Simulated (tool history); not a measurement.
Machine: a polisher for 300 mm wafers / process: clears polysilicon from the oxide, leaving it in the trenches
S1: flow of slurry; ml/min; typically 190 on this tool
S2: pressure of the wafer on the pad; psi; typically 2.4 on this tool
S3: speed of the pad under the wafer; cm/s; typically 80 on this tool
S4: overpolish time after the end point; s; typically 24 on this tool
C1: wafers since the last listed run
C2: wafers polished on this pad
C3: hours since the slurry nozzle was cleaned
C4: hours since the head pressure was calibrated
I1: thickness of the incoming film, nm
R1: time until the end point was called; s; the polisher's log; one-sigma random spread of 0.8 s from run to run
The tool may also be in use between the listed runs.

run    hour   S1   S2   S3  S4    C1    C2     C3      C4     I1    R1
  1       0  165  2.4   80  24     0  6619  716.5     636  489.9  46.6
        3.6  -- slurry nozzle cleaned
  2    64.1  165  2.4   80  24   792  7411   60.5   700.1  469.8  44.5
        102  -- worn pad replaced by a new one
  3   158.9  190  2.4   68  24  1139   714  155.3   794.9  480.3  50.2
  4   245.7  190    2   80  24  1089  1804  242.1   881.7  479.7  51.4
  5   285.8  190    2   80  24   503  2307  282.2   921.8  489.8  52.7
  6     364  190    2   80  24   981  3289  360.4    1000  476.9  52.4
  7     432  190  2.4   88  24   853  4142  428.4    1068  475.4  40.4
  8   479.4  170  2.4   70  24   595  4737  475.8  1115.4  483.9  54.4
      529.8  -- head pressure recalibrated
  9   540.4  160  2.4   80  24   740  5478  536.8    10.6  483.7  47.2
      595.2  -- slurry nozzle cleaned
 10   615.5  160  2.4   80  24   930  6408   20.3    85.7    481  47.2
 11   700.9  160  2.4   80  24  1072  7480  105.7   171.1    472    47
 12   747.8  190  2.4   80  24   588  8069  152.6     218  481.5  46.5
      752.9  -- worn pad replaced by a new one
 13   852.9  190  2.9   80  16  1269  1255  257.7   323.1  477.6  34.8
 14   956.2  230  2.8   52  30  1296  2552    361   426.4  479.6  56.1
 15  1060.5  190  3.2   80  24  1309  3861  465.3   530.7  470.4  31.5
 16  1097.9  190    2   80  24   469  4331  502.7   568.1    480  52.4
     1141.5  -- slurry nozzle cleaned
 17  1198.8  190  2.4   54  19  1254  5585   57.3     669  470.9  65.8
 18  1302.5  190  2.4   80  24  1301  6887    161   772.7    491  47.2
     1385.4  -- worn pad replaced by a new one
 19  1389.5  190  2.4   80  24  1041    50    248   859.7  485.8  42.7
 20    1464  190  2.4   80  24   935   986  322.5   934.2  490.4  41.5
 21  1544.4  190  2.4   80  24  1009  1995  402.9  1014.6    482  43.4
 22  1637.1  190  2.4   80  33  1163  3159  495.6  1107.3  488.4  44.9
     1711.9  -- head pressure recalibrated
 23  1725.2  160  1.8   80  24  1080  4239  583.7    13.3  479.9  60.4
     1739.2  -- slurry nozzle cleaned
 24  1772.3  190  2.4   80  24   578  4818   33.1    60.4  482.5  45.6
 25  1843.6  170  2.2   60  24   895  5713  104.4   131.7  484.4  65.8
 26  1913.7  125  2.4  108  24   879  6593  174.5   201.8  486.4  36.2
 27  1999.4  190  2.4  102  24  1075  7669  260.2   287.5  478.4  35.7
     2016.2  -- worn pad replaced by a new one
 28  2078.8  135    3   80  36   946   786  339.6   366.9  490.7  34.2
 29  2180.2  160  2.9   56  19  1272  2058    441   468.3  482.3  50.3
 30  2246.6  190  2.4   80  35   833  2892  507.4   534.7  477.8  42.7
 31  2333.8  170  1.9   98  37  1094  3987  594.6   621.9  479.9  45.6
     2386.7  -- slurry nozzle cleaned
 32    2431  190  2.4   54  24  1207  5194   44.3   719.1  478.3  65.9
 33  2473.7  190  2.4   60  31   536  5730     87   761.8  482.1  59.3

Pick out some run-to-run changes in R1. Of each, how much would a tool without hidden state show as well, from the settings, what came in and chance, and how much is left for the hidden state and any gauge scatter not in both results compared?
The tool's hidden condition here consists of: removal rate lost through wear of the pad, %; slurry flow missing at the pad, %; deviation of the head's pressure from its setpoint, %.
Run 2 -> 3: S1 165 -> 190, S3 80 -> 68, worn pad replaced by a new one. R1 +5.7 s: hidden state -3.7, all else +9.4.
Run 12 -> 13: S2 2.4 -> 2.9, S4 24 -> 16, worn pad replaced by a new one. R1 -11.7 s: hidden state -5.3, all else -6.4.
Run 13 -> 14: S1 190 -> 230, S2 2.9 -> 2.8, S3 80 -> 52, S4 16 -> 30. R1 +21.3 s: hidden state +1.7, all else +19.6.
Run 14 -> 15: S1 230 -> 190, S2 2.8 -> 3.2, S3 52 -> 80, S4 30 -> 24. R1 -24.6 s: hidden state -0.5, all else -24.1.
Run 18 -> 19: worn pad replaced by a new one. R1 -4.5 s: hidden state -5, all else +0.5.
Run 25 -> 26: S1 170 -> 125, S2 2.2 -> 2.4, S3 60 -> 108. R1 -29.6 s: hidden state -2.2, all else -27.4.
